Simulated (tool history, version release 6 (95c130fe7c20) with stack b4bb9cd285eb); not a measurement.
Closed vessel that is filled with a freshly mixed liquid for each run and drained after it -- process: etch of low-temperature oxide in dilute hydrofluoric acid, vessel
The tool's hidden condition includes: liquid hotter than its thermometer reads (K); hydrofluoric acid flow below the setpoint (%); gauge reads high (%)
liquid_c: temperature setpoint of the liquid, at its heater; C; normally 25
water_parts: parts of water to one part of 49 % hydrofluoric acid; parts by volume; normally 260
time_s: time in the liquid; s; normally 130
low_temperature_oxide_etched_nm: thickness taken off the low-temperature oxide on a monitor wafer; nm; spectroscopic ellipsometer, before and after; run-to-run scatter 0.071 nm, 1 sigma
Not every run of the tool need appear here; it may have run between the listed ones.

run    hour  liquid_c  water_parts  time_s  wafers since the last listed run  hours since the thermometer was replaced  hours since the hydrofluoric acid flow meter was replaced  hours since the gauge calibration  read-back film thickness of the low-temperature oxide reference wafer, read on the same gauge (nm)  low_temperature_oxide_etched_nm
  1       0        25          360     130                                 0                                     984.1                                                     1310.9                                866                                                                                               60.04                              5.7
  2    48.5        25          360     130                              4931                                    1032.6                                                     1359.4                              914.5                                                                                               59.99                             5.64
  3     109        25          260     100                              6151                                    1093.1                                                     1419.9                                975                                                                                               59.96                              6.6
  4     183        25          260     130                              7523                                    1167.1                                                     1493.9                               1049                                                                                               60.01                             8.69
  5   251.3        25          210     175                              6944                                    1235.4                                                     1562.2                             1117.3                                                                                               59.98                            15.41
  6   296.5        25          210     175                              4595                                    1280.6                                                     1607.4                             1162.5                                                                                               59.99                            15.57
  7   390.9        25          210     175                              9598                                      1375                                                     1701.8                             1256.9                                                                                               59.96                            15.58
        407  -- thermometer replaced
      435.1  -- hydrofluoric acid flow meter replaced
  8   465.7        25          260      70                              7401                                      58.7                                                       30.6                             1331.7                                                                                               60.02                             4.38
        543  -- gauge calibrated
  9   563.3        25          260     130                              9923                                     156.3                                                      128.2                               20.3                                                                                               59.98                             8.31
 10   641.9        25          260     130                              7991                                     234.9                                                      206.8                               98.9                                                                                               59.96                             8.31
 11   688.2        25          210     175                              4707                                     281.2                                                      253.1                              145.2                                                                                                  60                            14.63
 12   724.8        25          325      80                              3721                                     317.8                                                      289.7                              181.8                                                                                               60.01                             3.79
 13     778        21          260      70                              5409                                       371                                                      342.9                                235                                                                                               59.96                              3.9
 14   820.5        22          145      90                              4321                                     413.5                                                      385.4                              277.5                                                                                               60.01                            10.56
 15   908.1        25          205      90                              8906                                     501.1                                                        473                              365.1                                                                                               59.99                             7.78
 16  1172.2        25          300     130                             26852                                     765.2                                                      737.1                              629.2                                                                                               60.01                             7.17
 17  1236.4      29.5          260     185                              6527                                     829.4                                                      801.3                              693.4                                                                                               60.01                            14.32

Here are 3 independent what-if runs from the current tool condition. What would each one return?
  A  1237.1        25          260     130                                71                                     830.1                                                        802                              694.1                                                                                                   ?                                ?
  B  1237.1      22.5          375     130                                71                                     830.1                                                        802                              694.1                                                                                                   ?                                ?
  C  1237.1        23          260     130                                71                                     830.1                                                        802                              694.1                                                                                                   ?                                ?

run  read-back film thickness of the low-temperature oxide reference wafer, read on the same gauge (nm)  low_temperature_oxide_etched_nm
  A                                                                                               60.02                              8.5
  B                                                                                               60.02                             4.84
  C                                                                                               60.02                             7.93
Without the tool's hidden state the same runs would have given:
run  low_temperature_oxide_etched_nm
  A                             8.08
  B                              4.6
  C                             7.52
